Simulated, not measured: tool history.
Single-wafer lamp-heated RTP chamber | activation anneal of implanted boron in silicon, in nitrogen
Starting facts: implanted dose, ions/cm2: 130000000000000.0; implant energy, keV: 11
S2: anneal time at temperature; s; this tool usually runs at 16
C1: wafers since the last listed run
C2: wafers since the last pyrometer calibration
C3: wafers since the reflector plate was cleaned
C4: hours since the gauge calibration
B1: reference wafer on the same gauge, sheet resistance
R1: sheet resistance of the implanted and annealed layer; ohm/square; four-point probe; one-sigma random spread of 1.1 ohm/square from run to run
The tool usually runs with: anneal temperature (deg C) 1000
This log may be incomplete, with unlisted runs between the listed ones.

{"run": 1, "hour": 0.0, "anneal temperature (deg C)": 1000, "S2": 16, "C1": 0, "C2": 1900, "C3": 5463, "C4": 528.8, "B1": 656.9, "R1": 695.36}
{"hour": 12.8, "done": "pyrometer window cleaned and pyrometer calibrated"}
{"run": 2, "hour": 34.9, "anneal temperature (deg C)": 1000, "S2": 16, "C1": 316, "C2": 260, "C3": 5780, "C4": 563.7, "B1": 656.29, "R1": 697.11}
{"run": 3, "hour": 49.0, "anneal temperature (deg C)": 1000, "S2": 16, "C1": 166, "C2": 426, "C3": 5946, "C4": 577.8, "B1": 656.16, "R1": 696.59}
{"run": 4, "hour": 60.7, "anneal temperature (deg C)": 1000, "S2": 16, "C1": 137, "C2": 564, "C3": 6084, "C4": 589.5, "B1": 655.83, "R1": 695.49}
{"run": 5, "hour": 96.7, "anneal temperature (deg C)": 1000, "S2": 16, "C1": 424, "C2": 988, "C3": 6508, "C4": 625.5, "B1": 655.14, "R1": 695.17}
{"run": 6, "hour": 109.0, "anneal temperature (deg C)": 982, "S2": 16, "C1": 144, "C2": 1133, "C3": 6653, "C4": 637.8, "B1": 655.13, "R1": 699.09}
{"run": 7, "hour": 117.0, "anneal temperature (deg C)": 982, "S2": 16, "C1": 94, "C2": 1227, "C3": 6747, "C4": 645.8, "B1": 655.14, "R1": 700.73}
{"run": 8, "hour": 131.4, "anneal temperature (deg C)": 982, "S2": 16, "C1": 169, "C2": 1397, "C3": 6917, "C4": 660.2, "B1": 654.73, "R1": 699}
{"run": 9, "hour": 143.3, "anneal temperature (deg C)": 1000, "S2": 10, "C1": 140, "C2": 1537, "C3": 7057, "C4": 672.1, "B1": 654.54, "R1": 694.92}
{"hour": 151.9, "done": "pyrometer window cleaned and pyrometer calibrated"}
{"run": 10, "hour": 158.2, "anneal temperature (deg C)": 1000, "S2": 10, "C1": 81, "C2": 74, "C3": 7138, "C4": 687, "B1": 654.26, "R1": 696.31}
{"run": 11, "hour": 165.0, "anneal temperature (deg C)": 1000, "S2": 20, "C1": 80, "C2": 154, "C3": 7218, "C4": 693.8, "B1": 654.05, "R1": 694.71}
{"run": 12, "hour": 175.6, "anneal temperature (deg C)": 1000, "S2": 20, "C1": 124, "C2": 279, "C3": 7343, "C4": 704.4, "B1": 653.87, "R1": 692.87}
{"hour": 195.8, "done": "reflector plate cleaned"}
{"run": 13, "hour": 196.3, "anneal temperature (deg C)": 1000, "S2": 16, "C1": 149, "C2": 429, "C3": 6, "C4": 725.1, "B1": 653.6, "R1": 695.08}
{"run": 14, "hour": 206.5, "anneal temperature (deg C)": 1000, "S2": 16, "C1": 120, "C2": 549, "C3": 126, "C4": 735.3, "B1": 653.29, "R1": 692.32}
{"run": 15, "hour": 218.1, "anneal temperature (deg C)": 1000, "S2": 16, "C1": 136, "C2": 686, "C3": 263, "C4": 746.9, "B1": 653, "R1": 692.73}
{"hour": 230.9, "done": "gauge calibrated"}
{"run": 16, "hour": 232.5, "anneal temperature (deg C)": 1000, "S2": 16, "C1": 169, "C2": 855, "C3": 432, "C4": 1.6, "B1": 665.43, "R1": 706.86}
{"hour": 289.2, "done": "pyrometer window cleaned and pyrometer calibrated"}
{"run": 17, "hour": 289.7, "anneal temperature (deg C)": 1000, "S2": 16, "C1": 579, "C2": 6, "C3": 1012, "C4": 58.8, "B1": 664.41, "R1": 705.17}
{"run": 18, "hour": 290.0, "anneal temperature (deg C)": 1012, "S2": 16, "C1": 3, "C2": 9, "C3": 1016, "C4": 59.1, "B1": 664.38, "R1": 704.96}
{"run": 19, "hour": 295.5, "anneal temperature (deg C)": 974, "S2": 25, "C1": 64, "C2": 74, "C3": 1080, "C4": 64.6, "B1": 664.45, "R1": 714.09}
{"run": 20, "hour": 312.0, "anneal temperature (deg C)": 971, "S2": 22, "C1": 194, "C2": 269, "C3": 1275, "C4": 81.1, "B1": 663.95, "R1": 716.75}
{"run": 21, "hour": 327.5, "anneal temperature (deg C)": 1012, "S2": 12, "C1": 182, "C2": 451, "C3": 1458, "C4": 96.6, "B1": 663.68, "R1": 702.9}
{"run": 22, "hour": 342.3, "anneal temperature (deg C)": 979, "S2": 7, "C1": 174, "C2": 626, "C3": 1632, "C4": 111.4, "B1": 663.45, "R1": 714.44}
{"run": 23, "hour": 358.4, "anneal temperature (deg C)": 1000, "S2": 14, "C1": 189, "C2": 815, "C3": 1822, "C4": 127.5, "B1": 663.3, "R1": 702.53}
{"run": 24, "hour": 365.4, "anneal temperature (deg C)": 1029, "S2": 13, "C1": 82, "C2": 898, "C3": 1904, "C4": 134.5, "B1": 663.01, "R1": 703.33}
{"run": 25, "hour": 375.9, "anneal temperature (deg C)": 1000, "S2": 16, "C1": 123, "C2": 1022, "C3": 2028, "C4": 145, "B1": 662.86, "R1": 702.69}
{"run": 26, "hour": 388.8, "anneal temperature (deg C)": 1000, "S2": 16, "C1": 151, "C2": 1174, "C3": 2180, "C4": 157.9, "B1": 662.48, "R1": 703.83}
{"run": 27, "hour": 406.1, "anneal temperature (deg C)": 1029, "S2": 25, "C1": 203, "C2": 1377, "C3": 2384, "C4": 175.2, "B1": 662.28, "R1": 699.61}
{"hour": 444.6, "done": "pyrometer window cleaned and pyrometer calibrated"}
{"run": 28, "hour": 446.9, "anneal temperature (deg C)": 1022, "S2": 13, "C1": 386, "C2": 27, "C3": 2770, "C4": 216, "B1": 661.6, "R1": 701.21}
{"run": 29, "hour": 459.5, "anneal temperature (deg C)": 974, "S2": 12, "C1": 148, "C2": 176, "C3": 2919, "C4": 228.6, "B1": 661.48, "R1": 713.04}
{"run": 30, "hour": 471.5, "anneal temperature (deg C)": 1000, "S2": 16, "C1": 141, "C2": 317, "C3": 3060, "C4": 240.6, "B1": 661.12, "R1": 703.1}
{"run": 31, "hour": 483.2, "anneal temperature (deg C)": 1000, "S2": 21, "C1": 137, "C2": 455, "C3": 3198, "C4": 252.3, "B1": 660.89, "R1": 700.71}
{"run": 32, "hour": 490.7, "anneal temperature (deg C)": 1000, "S2": 16, "C1": 88, "C2": 543, "C3": 3286, "C4": 259.8, "B1": 660.89, "R1": 702.3}
{"run": 33, "hour": 508.5, "anneal temperature (deg C)": 986, "S2": 22, "C1": 209, "C2": 753, "C3": 3496, "C4": 277.6, "B1": 660.65, "R1": 702.77}
{"run": 34, "hour": 521.1, "anneal temperature (deg C)": 1000, "S2": 16, "C1": 148, "C2": 901, "C3": 3644, "C4": 290.2, "B1": 660.26, "R1": 701.07}
{"run": 35, "hour": 537.5, "anneal temperature (deg C)": 1000, "S2": 16, "C1": 193, "C2": 1095, "C3": 3838, "C4": 306.6, "B1": 659.97, "R1": 699.83}
{"run": 36, "hour": 544.3, "anneal temperature (deg C)": 975, "S2": 23, "C1": 80, "C2": 1175, "C3": 3918, "C4": 313.4, "B1": 660.01, "R1": 707.04}
{"run": 37, "hour": 552.7, "anneal temperature (deg C)": 982, "S2": 9, "C1": 98, "C2": 1274, "C3": 4017, "C4": 321.8, "B1": 659.76, "R1": 707.83}
{"run": 38, "hour": 568.2, "anneal temperature (deg C)": 1021, "S2": 9, "C1": 182, "C2": 1456, "C3": 4199, "C4": 337.3, "B1": 659.47, "R1": 698.51}

For each run, the measured value with the value that run would have given without the tool's hidden condition subtracted. The run-to-run variation is shared by both, the gauge scatter possibly not:
Unlogged tool condition in this case: true wafer temperature minus pyrometer reading, K; wafer temperature error from the tarnished reflector plate, K; gauge reads high (%).
run=1 R1=-9.53
run=2 R1=-10.21
run=3 R1=-10.48
run=4 R1=-10.68
run=5 R1=-11.36
run=6 R1=-11.66
run=7 R1=-11.85
run=8 R1=-12.09
run=9 R1=-12.25
run=10 R1=-12.56
run=11 R1=-12.66
run=12 R1=-12.83
run=13 R1=-13.26
run=14 R1=-13.41
run=15 R1=-13.64
run=16 R1=-0.65
run=17 R1=-1.73
run=18 R1=-1.74
run=19 R1=-1.86
run=20 R1=-2.18
run=21 R1=-2.43
run=22 R1=-2.76
run=23 R1=-3.01
run=24 R1=-3.15
run=25 R1=-3.35
run=26 R1=-3.59
run=27 R1=-3.89
run=28 R1=-4.68
run=29 R1=-4.99
run=30 R1=-5.15
run=31 R1=-5.36
run=32 R1=-5.52
run=33 R1=-5.85
run=34 R1=-6.08
run=35 R1=-6.37
run=36 R1=-6.58
run=37 R1=-6.75
run=38 R1=-6.95

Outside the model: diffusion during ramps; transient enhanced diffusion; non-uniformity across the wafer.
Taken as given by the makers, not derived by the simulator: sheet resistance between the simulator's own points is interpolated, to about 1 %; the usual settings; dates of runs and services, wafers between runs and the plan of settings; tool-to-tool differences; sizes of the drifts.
